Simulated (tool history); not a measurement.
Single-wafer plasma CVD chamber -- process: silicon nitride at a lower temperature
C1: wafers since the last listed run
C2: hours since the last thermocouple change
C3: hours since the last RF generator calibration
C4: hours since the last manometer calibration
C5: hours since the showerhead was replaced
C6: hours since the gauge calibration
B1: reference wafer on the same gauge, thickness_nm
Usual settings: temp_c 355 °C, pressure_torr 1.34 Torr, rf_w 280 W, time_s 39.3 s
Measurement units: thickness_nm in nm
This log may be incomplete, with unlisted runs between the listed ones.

{"run": 1, "day": 0.0, "temp_c": 355, "pressure_torr": 1.34, "rf_w": 280, "time_s": 42.4, "C1": 0, "C2": 1585.4, "C3": 566.9, "C4": 1078.9, "C5": 2219.7, "C6": 1407.5, "B1": 47.565, "thickness_nm": 46.219}
{"run": 2, "day": 1.9, "temp_c": 355, "pressure_torr": 1.34, "rf_w": 280, "time_s": 42.4, "C1": 950, "C2": 1631, "C3": 612.5, "C4": 1124.5, "C5": 2265.3, "C6": 1453.1, "B1": 47.51, "thickness_nm": 46.131}
{"run": 3, "day": 5.158, "temp_c": 355, "pressure_torr": 1.34, "rf_w": 280, "time_s": 42.4, "C1": 1630, "C2": 1709.2, "C3": 690.7, "C4": 1202.7, "C5": 2343.5, "C6": 1531.3, "B1": 47.472, "thickness_nm": 45.958}
{"run": 4, "day": 6.754, "temp_c": 355, "pressure_torr": 1.34, "rf_w": 280, "time_s": 39.3, "C1": 798, "C2": 1747.5, "C3": 729, "C4": 1241, "C5": 2381.8, "C6": 1569.6, "B1": 47.475, "thickness_nm": 42.796}
{"run": 5, "day": 11.033, "temp_c": 355, "pressure_torr": 1.34, "rf_w": 280, "time_s": 39.3, "C1": 2141, "C2": 1850.2, "C3": 831.7, "C4": 1343.7, "C5": 2484.5, "C6": 1672.3, "B1": 47.408, "thickness_nm": 42.91}
{"run": 6, "day": 14.117, "temp_c": 355, "pressure_torr": 1.34, "rf_w": 280, "time_s": 39.3, "C1": 1543, "C2": 1924.2, "C3": 905.7, "C4": 1417.7, "C5": 2558.5, "C6": 1746.3, "B1": 47.413, "thickness_nm": 42.678}
{"run": 7, "day": 26.962, "temp_c": 355, "pressure_torr": 1.34, "rf_w": 310, "time_s": 39.3, "C1": 6428, "C2": 2232.5, "C3": 1214, "C4": 1726, "C5": 2866.8, "C6": 2054.6, "B1": 47.208, "thickness_nm": 46.63}
{"run": 8, "day": 29.938, "temp_c": 355, "pressure_torr": 1.43, "rf_w": 280, "time_s": 39.3, "C1": 1488, "C2": 2303.9, "C3": 1285.4, "C4": 1797.4, "C5": 2938.2, "C6": 2126, "B1": 47.204, "thickness_nm": 43.063}
{"run": 9, "day": 32.612, "temp_c": 355, "pressure_torr": 1.43, "rf_w": 280, "time_s": 39.3, "C1": 1338, "C2": 2368.1, "C3": 1349.6, "C4": 1861.6, "C5": 3002.4, "C6": 2190.2, "B1": 47.108, "thickness_nm": 43.013}
{"run": 10, "day": 37.033, "temp_c": 355, "pressure_torr": 1.34, "rf_w": 280, "time_s": 39.3, "C1": 2212, "C2": 2474.2, "C3": 1455.7, "C4": 1967.7, "C5": 3108.5, "C6": 2296.3, "B1": 47.083, "thickness_nm": 42.418}
{"run": 11, "day": 39.208, "temp_c": 355, "pressure_torr": 1.34, "rf_w": 280, "time_s": 39.3, "C1": 1088, "C2": 2526.4, "C3": 1507.9, "C4": 2019.9, "C5": 3160.7, "C6": 2348.5, "B1": 47.072, "thickness_nm": 42.377}
{"run": 12, "day": 41.792, "temp_c": 355, "pressure_torr": 1.34, "rf_w": 280, "time_s": 39.3, "C1": 1292, "C2": 2588.4, "C3": 1569.9, "C4": 2081.9, "C5": 3222.7, "C6": 2410.5, "B1": 47.005, "thickness_nm": 42.546}
{"run": 13, "day": 43.775, "temp_c": 355, "pressure_torr": 1.34, "rf_w": 280, "time_s": 39.3, "C1": 992, "C2": 2636, "C3": 1617.5, "C4": 2129.5, "C5": 3270.3, "C6": 2458.1, "B1": 47.012, "thickness_nm": 42.183}
{"run": 14, "day": 47.754, "temp_c": 355, "pressure_torr": 1.34, "rf_w": 295, "time_s": 41.7, "C1": 1991, "C2": 2731.5, "C3": 1713, "C4": 2225, "C5": 3365.8, "C6": 2553.6, "B1": 46.916, "thickness_nm": 47.002}
{"day": 48.271, "done": "thermocouple changed; heater temperature recalibrated"}
{"day": 48.417, "done": "gauge calibrated"}
{"day": 50.508, "done": "showerhead replaced"}
{"run": 15, "day": 51.408, "temp_c": 364, "pressure_torr": 1.64, "rf_w": 310, "time_s": 36.3, "C1": 1495, "C2": 75.3, "C3": 1800.7, "C4": 2312.7, "C5": 21.6, "C6": 71.8, "B1": 47.832, "thickness_nm": 45.051}
{"day": 53.775, "done": "capacitance manometer re-zeroed and calibrated"}
{"run": 16, "day": 53.796, "temp_c": 355, "pressure_torr": 1.34, "rf_w": 280, "time_s": 42.9, "C1": 1027, "C2": 132.6, "C3": 1858, "C4": 0.5, "C5": 78.9, "C6": 129.1, "B1": 47.84, "thickness_nm": 46.951}
{"day": 56.558, "done": "RF generator calibrated"}
{"run": 17, "day": 57.275, "temp_c": 355, "pressure_torr": 1.56, "rf_w": 305, "time_s": 39.3, "C1": 1574, "C2": 216.1, "C3": 17.2, "C4": 84, "C5": 162.4, "C6": 212.6, "B1": 47.82, "thickness_nm": 48.161}
{"run": 18, "day": 60.946, "temp_c": 355, "pressure_torr": 1.34, "rf_w": 280, "time_s": 39.3, "C1": 1837, "C2": 304.2, "C3": 105.3, "C4": 172.1, "C5": 250.5, "C6": 300.7, "B1": 47.827, "thickness_nm": 43.157}
{"run": 19, "day": 63.688, "temp_c": 355, "pressure_torr": 1.45, "rf_w": 310, "time_s": 39.3, "C1": 1372, "C2": 370, "C3": 171.1, "C4": 237.9, "C5": 316.3, "C6": 366.5, "B1": 47.815, "thickness_nm": 48.017}
{"run": 20, "day": 65.671, "temp_c": 355, "pressure_torr": 1.34, "rf_w": 280, "time_s": 42.4, "C1": 992, "C2": 417.6, "C3": 218.7, "C4": 285.5, "C5": 363.9, "C6": 414.1, "B1": 47.794, "thickness_nm": 46.443}
{"run": 21, "day": 69.417, "temp_c": 355, "pressure_torr": 1.34, "rf_w": 265, "time_s": 39.3, "C1": 1874, "C2": 507.5, "C3": 308.6, "C4": 375.4, "C5": 453.8, "C6": 504, "B1": 47.778, "thickness_nm": 40.773}
{"run": 22, "day": 71.996, "temp_c": 355, "pressure_torr": 1.02, "rf_w": 280, "time_s": 39.3, "C1": 1290, "C2": 569.4, "C3": 370.5, "C4": 437.3, "C5": 515.7, "C6": 565.9, "B1": 47.779, "thickness_nm": 40.776}
{"run": 23, "day": 75.392, "temp_c": 363, "pressure_torr": 1.34, "rf_w": 305, "time_s": 45.8, "C1": 1699, "C2": 650.9, "C3": 452, "C4": 518.8, "C5": 597.2, "C6": 647.4, "B1": 47.772, "thickness_nm": 54.044}
{"run": 24, "day": 77.758, "temp_c": 355, "pressure_torr": 1.65, "rf_w": 310, "time_s": 42.9, "C1": 1184, "C2": 707.7, "C3": 508.8, "C4": 575.6, "C5": 654, "C6": 704.2, "B1": 47.739, "thickness_nm": 53.479}
{"run": 25, "day": 79.362, "temp_c": 355, "pressure_torr": 1.45, "rf_w": 280, "time_s": 39.3, "C1": 802, "C2": 746.2, "C3": 547.3, "C4": 614.1, "C5": 692.5, "C6": 742.7, "B1": 47.714, "thickness_nm": 43.841}
{"run": 26, "day": 81.258, "temp_c": 341, "pressure_torr": 1.43, "rf_w": 315, "time_s": 35, "C1": 948, "C2": 791.7, "C3": 592.8, "C4": 659.6, "C5": 738, "C6": 788.2, "B1": 47.707, "thickness_nm": 43.403}
{"run": 27, "day": 84.142, "temp_c": 355, "pressure_torr": 1.6, "rf_w": 280, "time_s": 44.5, "C1": 1442, "C2": 860.9, "C3": 662, "C4": 728.8, "C5": 807.2, "C6": 857.4, "B1": 47.659, "thickness_nm": 50.344}

Branching from run 27: 5 alternative next runs. What would each branch give?
{"run": "A", "day": 84.158, "temp_c": 355, "pressure_torr": 1.34, "rf_w": 280, "time_s": 39.3, "C1": 8, "C2": 861.3, "C3": 662.4, "C4": 729.2, "C5": 807.6, "C6": 857.8, "B1": "?", "thickness_nm": "?"}
{"run": "B", "day": 84.158, "temp_c": 364, "pressure_torr": 1.66, "rf_w": 300, "time_s": 42.6, "C1": 8, "C2": 861.3, "C3": 662.4, "C4": 729.2, "C5": 807.6, "C6": 857.8, "B1": "?", "thickness_nm": "?"}
{"run": "C", "day": 84.158, "temp_c": 370, "pressure_torr": 1.34, "rf_w": 280, "time_s": 45.8, "C1": 8, "C2": 861.3, "C3": 662.4, "C4": 729.2, "C5": 807.6, "C6": 857.8, "B1": "?", "thickness_nm": "?"}
{"run": "D", "day": 84.158, "temp_c": 355, "pressure_torr": 1.6, "rf_w": 280, "time_s": 39.3, "C1": 8, "C2": 861.3, "C3": 662.4, "C4": 729.2, "C5": 807.6, "C6": 857.8, "B1": "?", "thickness_nm": "?"}
{"run": "E", "day": 84.158, "temp_c": 342, "pressure_torr": 1.21, "rf_w": 305, "time_s": 47, "C1": 8, "C2": 861.3, "C3": 662.4, "C4": 729.2, "C5": 807.6, "C6": 857.8, "B1": "?", "thickness_nm": "?"}

run=A B1=47.706 thickness_nm=42.816
run=B B1=47.706 thickness_nm=51.399
run=C B1=47.706 thickness_nm=49.613
run=D B1=47.706 thickness_nm=44.382
run=E B1=47.706 thickness_nm=54.382
Stripped of hidden state, with their random variation kept, the same runs would have yielded:
run=A thickness_nm=42.976
run=B thickness_nm=51.591
run=C thickness_nm=49.799
run=D thickness_nm=44.548
run=E thickness_nm=54.585
